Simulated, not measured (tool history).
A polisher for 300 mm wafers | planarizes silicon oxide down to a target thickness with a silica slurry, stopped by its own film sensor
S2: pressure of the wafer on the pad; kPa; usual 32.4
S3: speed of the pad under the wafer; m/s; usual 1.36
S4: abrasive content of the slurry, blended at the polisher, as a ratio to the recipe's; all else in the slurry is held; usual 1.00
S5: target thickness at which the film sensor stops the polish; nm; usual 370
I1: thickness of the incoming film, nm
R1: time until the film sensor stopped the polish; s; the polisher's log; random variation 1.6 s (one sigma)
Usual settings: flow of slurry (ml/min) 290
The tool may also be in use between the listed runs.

{"run": 1, "hour": 0.0, "flow of slurry (ml/min)": 290, "S2": 32.4, "S3": 1.36, "S4": 1.0, "S5": 370, "I1": 968.7, "R1": 113.6}
{"run": 2, "hour": 66.6, "flow of slurry (ml/min)": 290, "S2": 32.4, "S3": 1.36, "S4": 1.0, "S5": 370, "I1": 947.0, "R1": 109.9}
{"run": 3, "hour": 162.9, "flow of slurry (ml/min)": 290, "S2": 32.4, "S3": 1.36, "S4": 1.0, "S5": 370, "I1": 963.5, "R1": 113.2}
{"hour": 177.1, "done": "conditioning disc replaced and pad reconditioned"}
{"run": 4, "hour": 219.9, "flow of slurry (ml/min)": 290, "S2": 24.8, "S3": 1.36, "S4": 1.0, "S5": 370, "I1": 964.3, "R1": 141.6}
{"hour": 256.4, "done": "worn pad replaced by a new one"}
{"run": 5, "hour": 281.6, "flow of slurry (ml/min)": 290, "S2": 32.4, "S3": 1.36, "S4": 1.0, "S5": 370, "I1": 949.9, "R1": 115.0}
{"run": 6, "hour": 314.1, "flow of slurry (ml/min)": 290, "S2": 32.4, "S3": 1.36, "S4": 1.0, "S5": 370, "I1": 939.9, "R1": 110.4}
{"hour": 358.3, "done": "slurry blender recalibrated"}
{"hour": 411.5, "done": "slurry nozzle cleaned"}
{"run": 7, "hour": 495.1, "flow of slurry (ml/min)": 215, "S2": 22.8, "S3": 1.24, "S4": 1.1, "S5": 370, "I1": 941.4, "R1": 144.5}
{"run": 8, "hour": 541.7, "flow of slurry (ml/min)": 360, "S2": 32.4, "S3": 1.36, "S4": 1.0, "S5": 214, "I1": 934.9, "R1": 131.0}
{"run": 9, "hour": 613.5, "flow of slurry (ml/min)": 385, "S2": 25.5, "S3": 1.7, "S4": 0.9, "S5": 370, "I1": 937.3, "R1": 113.4}
{"hour": 616.0, "done": "conditioning disc replaced and pad reconditioned"}
{"run": 10, "hour": 677.9, "flow of slurry (ml/min)": 240, "S2": 37.9, "S3": 0.96, "S4": 1.2, "S5": 370, "I1": 959.4, "R1": 120.2}
{"hour": 702.0, "done": "worn pad replaced by a new one"}
{"run": 11, "hour": 703.0, "flow of slurry (ml/min)": 290, "S2": 29.6, "S3": 1.36, "S4": 1.2, "S5": 489, "I1": 931.0, "R1": 80.8}
{"run": 12, "hour": 735.9, "flow of slurry (ml/min)": 240, "S2": 40.7, "S3": 1.72, "S4": 1.25, "S5": 370, "I1": 950.3, "R1": 69.5}
{"hour": 751.5, "done": "head pressure recalibrated"}
{"hour": 760.4, "done": "slurry blender recalibrated"}
{"run": 13, "hour": 778.1, "flow of slurry (ml/min)": 230, "S2": 22.1, "S3": 1.16, "S4": 1.1, "S5": 370, "I1": 961.6, "R1": 165.4}
{"run": 14, "hour": 821.3, "flow of slurry (ml/min)": 290, "S2": 32.4, "S3": 1.36, "S4": 0.9, "S5": 370, "I1": 948.6, "R1": 126.0}
{"hour": 891.2, "done": "slurry nozzle cleaned"}
{"run": 15, "hour": 893.1, "flow of slurry (ml/min)": 290, "S2": 32.4, "S3": 1.36, "S4": 1.0, "S5": 370, "I1": 952.7, "R1": 105.7}
{"run": 16, "hour": 931.4, "flow of slurry (ml/min)": 290, "S2": 35.9, "S3": 1.36, "S4": 1.15, "S5": 370, "I1": 950.4, "R1": 89.0}
{"run": 17, "hour": 994.0, "flow of slurry (ml/min)": 290, "S2": 32.4, "S3": 1.36, "S4": 1.0, "S5": 370, "I1": 947.2, "R1": 107.6}
{"run": 18, "hour": 1031.8, "flow of slurry (ml/min)": 220, "S2": 40.7, "S3": 1.36, "S4": 1.0, "S5": 279, "I1": 949.5, "R1": 111.9}
{"hour": 1045.1, "done": "conditioning disc replaced and pad reconditioned"}
{"run": 19, "hour": 1077.2, "flow of slurry (ml/min)": 360, "S2": 32.4, "S3": 1.5, "S4": 1.2, "S5": 540, "I1": 953.0, "R1": 61.0}
{"run": 20, "hour": 1107.3, "flow of slurry (ml/min)": 290, "S2": 36.5, "S3": 1.36, "S4": 1.15, "S5": 370, "I1": 958.2, "R1": 91.8}
{"hour": 1124.5, "done": "worn pad replaced by a new one"}
{"hour": 1148.2, "done": "slurry blender recalibrated"}
{"run": 21, "hour": 1168.7, "flow of slurry (ml/min)": 290, "S2": 32.4, "S3": 1.36, "S4": 1.1, "S5": 370, "I1": 959.4, "R1": 107.2}

The next listed run, before its measurement:
{"run": 22, "hour": 1299.7, "flow of slurry (ml/min)": 290, "S2": 35.2, "S3": 1.36, "S4": 1.0, "S5": 370, "I1": 946.8, "R1": "?"}

{"run 22": {"R1": 105.3}}
Without the tool's hidden state the same run would have given R1 97.2 s.
